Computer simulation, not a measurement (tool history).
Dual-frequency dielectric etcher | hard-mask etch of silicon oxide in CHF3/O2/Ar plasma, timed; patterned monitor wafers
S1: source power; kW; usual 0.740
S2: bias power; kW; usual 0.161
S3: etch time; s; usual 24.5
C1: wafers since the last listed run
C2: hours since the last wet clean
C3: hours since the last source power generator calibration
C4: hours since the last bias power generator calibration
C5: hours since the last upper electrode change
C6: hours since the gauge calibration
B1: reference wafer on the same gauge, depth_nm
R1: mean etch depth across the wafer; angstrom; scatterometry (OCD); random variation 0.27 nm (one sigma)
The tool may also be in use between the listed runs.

run 1 hour=0.0 | S1=0.810 S2=0.161 S3=24.5 | C1=0 C2=165.3 C3=2884.6 C4=4617.2 C5=5751.3 C6=121.6 | B1=45.4 | R1=516
run 2 hour=16.6 | S1=0.810 S2=0.161 S3=24.5 | C1=187 C2=181.9 C3=2901.2 C4=4633.8 C5=5767.9 C6=138.2 | B1=45.4 | R1=518
run 3 hour=31.4 | S1=0.740 S2=0.161 S3=24.5 | C1=166 C2=196.7 C3=2916.0 C4=4648.6 C5=5782.7 C6=153.0 | B1=45.5 | R1=505
run 4 hour=56.3 | S1=0.740 S2=0.161 S3=24.5 | C1=280 C2=221.6 C3=2940.9 C4=4673.5 C5=5807.6 C6=177.9 | B1=45.5 | R1=502
run 5 hour=69.5 | S1=0.740 S2=0.161 S3=24.5 | C1=148 C2=234.8 C3=2954.1 C4=4686.7 C5=5820.8 C6=191.1 | B1=45.4 | R1=507
run 6 hour=84.4 | S1=0.740 S2=0.161 S3=20.5 | C1=168 C2=249.7 C3=2969.0 C4=4701.6 C5=5835.7 C6=206.0 | B1=45.4 | R1=426
run 7 hour=100.1 | S1=0.740 S2=0.161 S3=20.5 | C1=177 C2=265.4 C3=2984.7 C4=4717.3 C5=5851.4 C6=221.7 | B1=45.4 | R1=424
run 8 hour=120.0 | S1=0.740 S2=0.161 S3=24.5 | C1=224 C2=285.3 C3=3004.6 C4=4737.2 C5=5871.3 C6=241.6 | B1=45.3 | R1=508
run 9 hour=140.8 | S1=0.740 S2=0.139 S3=24.5 | C1=234 C2=306.1 C3=3025.4 C4=4758.0 C5=5892.1 C6=262.4 | B1=45.5 | R1=478
run 10 hour=170.9 | S1=0.740 S2=0.161 S3=24.5 | C1=339 C2=336.2 C3=3055.5 C4=4788.1 C5=5922.2 C6=292.5 | B1=45.4 | R1=510
run 11 hour=194.4 | S1=0.740 S2=0.161 S3=24.5 | C1=265 C2=359.7 C3=3079.0 C4=4811.6 C5=5945.7 C6=316.0 | B1=45.4 | R1=512
run 12 hour=216.9 | S1=0.740 S2=0.161 S3=24.5 | C1=253 C2=382.2 C3=3101.5 C4=4834.1 C5=5968.2 C6=338.5 | B1=45.4 | R1=511
-- hour=251.7 upper electrode replaced
run 13 hour=252.2 | S1=0.740 S2=0.161 S3=24.5 | C1=127 C2=417.5 C3=3136.8 C4=4869.4 C5=0.5 C6=373.8 | B1=45.3 | R1=510
run 14 hour=253.3 | S1=0.740 S2=0.161 S3=24.5 | C1=12 C2=418.6 C3=3137.9 C4=4870.5 C5=1.6 C6=374.9 | B1=45.4 | R1=518
-- hour=268.1 bias power generator calibrated
run 15 hour=271.8 | S1=0.740 S2=0.161 S3=24.5 | C1=163 C2=437.1 C3=3156.4 C4=3.7 C5=20.1 C6=393.4 | B1=45.4 | R1=512
-- hour=289.9 gauge calibrated
run 16 hour=295.2 | S1=0.740 S2=0.161 S3=24.5 | C1=264 C2=460.5 C3=3179.8 C4=27.1 C5=43.5 C6=5.3 | B1=45.4 | R1=515
-- hour=340.2 source power generator calibrated
-- hour=385.6 wet clean of the chamber
run 17 hour=389.3 | S1=0.740 S2=0.145 S3=31.0 | C1=745 C2=3.7 C3=49.1 C4=121.2 C5=137.6 C6=99.4 | B1=45.4 | R1=613
run 18 hour=412.6 | S1=0.600 S2=0.195 S3=24.5 | C1=262 C2=27.0 C3=72.4 C4=144.5 C5=160.9 C6=122.7 | B1=45.4 | R1=507
run 19 hour=425.0 | S1=0.790 S2=0.161 S3=24.5 | C1=139 C2=39.4 C3=84.8 C4=156.9 C5=173.3 C6=135.1 | B1=45.4 | R1=510
run 20 hour=451.1 | S1=0.570 S2=0.161 S3=24.5 | C1=294 C2=65.5 C3=110.9 C4=183.0 C5=199.4 C6=161.2 | B1=45.4 | R1=474
run 21 hour=473.7 | S1=0.850 S2=0.161 S3=24.5 | C1=255 C2=88.1 C3=133.5 C4=205.6 C5=222.0 C6=183.8 | B1=45.5 | R1=522
run 22 hour=487.2 | S1=0.670 S2=0.190 S3=17.5 | C1=152 C2=101.6 C3=147.0 C4=219.1 C5=235.5 C6=197.3 | B1=45.4 | R1=374
run 23 hour=518.7 | S1=0.740 S2=0.140 S3=30.5 | C1=355 C2=133.1 C3=178.5 C4=250.6 C5=267.0 C6=228.8 | B1=45.4 | R1=598
run 24 hour=537.2 | S1=0.740 S2=0.161 S3=24.5 | C1=208 C2=151.6 C3=197.0 C4=269.1 C5=285.5 C6=247.3 | B1=45.4 | R1=501
run 25 hour=562.3 | S1=0.920 S2=0.189 S3=24.5 | C1=283 C2=176.7 C3=222.1 C4=294.2 C5=310.6 C6=272.4 | B1=45.4 | R1=566
run 26 hour=582.5 | S1=0.740 S2=0.161 S3=24.5 | C1=227 C2=196.9 C3=242.3 C4=314.4 C5=330.8 C6=292.6 | B1=45.4 | R1=507
run 27 hour=599.1 | S1=0.870 S2=0.187 S3=26.5 | C1=187 C2=213.5 C3=258.9 C4=331.0 C5=347.4 C6=309.2 | B1=45.4 | R1=606
run 28 hour=613.2 | S1=0.670 S2=0.176 S3=29.0 | C1=159 C2=227.6 C3=273.0 C4=345.1 C5=361.5 C6=323.3 | B1=45.4 | R1=602

Some steps in R1 between neighbouring runs. How much of each would the tool show without its hidden state too (settings, what came in, random variation), and how much is left for the hidden state, with any gauge scatter that isn't in both results?
The hidden state here: etch rate over this chamber's usual, %; source power that arrives over what is set, %; bias power that arrives over what is set, %; gauge reads high (%).
Run 16 -> 17: S2 0.161 -> 0.145, S3 24.5 -> 31.0, source power generator calibrated, wet clean of the chamber. R1 +98 angstrom: hidden state -15, all else +113.
Run 21 -> 22: S1 0.850 -> 0.670, S2 0.161 -> 0.190, S3 24.5 -> 17.5. R1 -148 angstrom: hidden state -2, all else -146.
Run 22 -> 23: S1 0.670 -> 0.740, S2 0.190 -> 0.140, S3 17.5 -> 30.5. R1 +224 angstrom: hidden state +5, all else +219.

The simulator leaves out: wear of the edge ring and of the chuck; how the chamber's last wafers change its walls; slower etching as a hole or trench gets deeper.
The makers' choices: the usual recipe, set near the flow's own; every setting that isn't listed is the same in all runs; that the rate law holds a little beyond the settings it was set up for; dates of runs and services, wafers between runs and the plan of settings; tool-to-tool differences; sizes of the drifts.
